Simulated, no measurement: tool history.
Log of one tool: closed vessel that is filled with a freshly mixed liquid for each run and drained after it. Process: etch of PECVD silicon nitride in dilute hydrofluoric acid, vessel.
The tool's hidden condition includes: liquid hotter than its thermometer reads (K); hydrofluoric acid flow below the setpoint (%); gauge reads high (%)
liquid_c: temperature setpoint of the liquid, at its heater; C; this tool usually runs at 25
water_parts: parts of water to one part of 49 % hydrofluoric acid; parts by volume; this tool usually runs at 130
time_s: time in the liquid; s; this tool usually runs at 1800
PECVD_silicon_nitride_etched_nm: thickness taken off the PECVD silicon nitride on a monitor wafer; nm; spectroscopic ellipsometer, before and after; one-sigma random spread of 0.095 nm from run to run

run   hour  liquid_c  water_parts  time_s  wafers since the last listed run  hours since the thermometer was replaced  hours since the hydrofluoric acid flow meter was replaced  hours since the gauge calibration  read-back film thickness of the PECVD silicon nitride reference wafer, read on the same gauge (nm)  PECVD_silicon_nitride_etched_nm
  1      0        25          130    1295                                 0                                    2781.1                                                     1219.5                              204.9                                                                                               80.01                            17.72
  2     26        25          130    1295                              1101                                    2807.1                                                     1245.5                              230.9                                                                                               79.98                            17.67
  3   50.8        25          180    1800                              1050                                    2831.9                                                     1270.3                              255.7                                                                                               79.99                            17.76
  4   84.8        25          180    1800                              1440                                    2865.9                                                     1304.3                              289.7                                                                                                  80                            17.73
  5   98.2        25          180    1800                               567                                    2879.3                                                     1317.7                              303.1                                                                                               80.01                            17.78
  6  129.5        25          130    1800                              1325                                    2910.6                                                       1349                              334.4                                                                                               79.98                             24.5
  7  158.7        25          130    1800                              1236                                    2939.8                                                     1378.2                              363.6                                                                                               80.01                            24.27
  8  173.4        25          130    1800                               622                                    2954.5                                                     1392.9                              378.3                                                                                               79.99                            24.53
     179.2  -- thermometer replaced
  9  196.4        25          130    1800                               931                                      17.2                                                     1415.9                              401.3                                                                                               80.02                            24.47
 10  216.8        25          130    2020                               864                                      37.6                                                     1436.3                              421.7                                                                                               79.97                            27.57
 11  233.6        25          130    1800                               711                                      54.4                                                     1453.1                              438.5                                                                                                  80                            24.36
 12  249.6        25          130    1800                               677                                      70.4                                                     1469.1                              454.5                                                                                               79.96                            24.38
 13  268.4        25          130    2420                               796                                      89.2                                                     1487.9                              473.3                                                                                               79.99                            32.69
 14  283.1        25          130    1800                               622                                     103.9                                                     1502.6                                488                                                                                               80.01                            24.29
     284.7  -- hydrofluoric acid flow meter replaced
 15  318.6        25          160    1800                              1461                                     139.4                                                       33.9                              523.5                                                                                                  80                            20.94
 16  341.6        25          110    1800                               974                                     162.4                                                       56.9                              546.5                                                                                                  80                            30.34
 17  366.1        25          130    1800                              1037                                     186.9                                                       81.4                                571                                                                                               80.01                             25.8
 18  382.3        25          130    1800                               686                                     203.1                                                       97.6                              587.2                                                                                               79.97                            25.73
 19    408        25          130    1800                              1088                                     228.8                                                      123.3                              612.9                                                                                               80.03                            25.59
 20  431.7        25          130    1800                              1003                                     252.5                                                        147                              636.6                                                                                               80.01                             25.5

For run 21, what comes out?
     457.6  -- gauge calibrated
 21  458.4        25          130    1800                              1131                                     279.2                                                      173.7                                0.8                                                                                                   ?                                ?

Run 21 gave read-back film thickness of the PECVD silicon nitride reference wafer, read on the same gauge (nm) 80, PECVD_silicon_nitride_etched_nm 25.64 nm.
Minus the tool's unlogged condition, the same run would have read PECVD_silicon_nitride_etched_nm 25.89 nm.
